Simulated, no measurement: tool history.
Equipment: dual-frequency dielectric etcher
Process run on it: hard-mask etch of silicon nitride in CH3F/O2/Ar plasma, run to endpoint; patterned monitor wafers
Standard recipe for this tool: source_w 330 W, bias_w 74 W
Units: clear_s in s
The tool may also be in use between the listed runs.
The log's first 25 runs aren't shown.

| run | hour | source_w | bias_w | incoming incoming film thickness, nm | clear_s |
|---|---|---|---|---|---|
| 26 | 400.8 | 260 | 68 | 53.2 | 95.1 |
| 27 | 414.8 | 330 | 74 | 54.2 | 84.5 |
| 28 | 424.8 | 260 | 68 | 54.4 | 97.4 |
| 29 | 438.7 | 290 | 74 | 53.8 | 88.1 |
| 30 | 454.2 | 330 | 74 | 53.1 | 82.6 |
| 31 | 464.4 | 330 | 74 | 53.6 | 83.3 |
| 32 | 470.9 | 290 | 58 | 54.3 | 96.3 |
| 33 | 481.6 | 330 | 74 | 53.7 | 83.8 |
| 34 | 494.4 | 330 | 74 | 53.4 | 83.3 |
| 35 | 504.1 | 370 | 62 | 54 | 84.8 |

Alternative continuations, all from the tool just after run 35; predict every row:
| A | 504.5 | 330 | 74 | 53.9 | ? |
| B | 504.5 | 410 | 74 | 53.9 | ? |
| C | 504.5 | 260 | 60 | 53.9 | ? |
| D | 504.5 | 400 | 87 | 53.9 | ? |
| E | 504.5 | 360 | 74 | 53.9 | ? |

| run | clear_s |
|---|---|
| A | 84.6 |
| B | 77.4 |
| C | 100.5 |
| D | 73.8 |
| E | 81.6 |
Without the tool's hidden state the same runs would have given:
| run | clear_s |
|---|---|
| A | 84.6 |
| B | 77.4 |
| C | 100.5 |
| D | 73.8 |
| E | 81.6 |
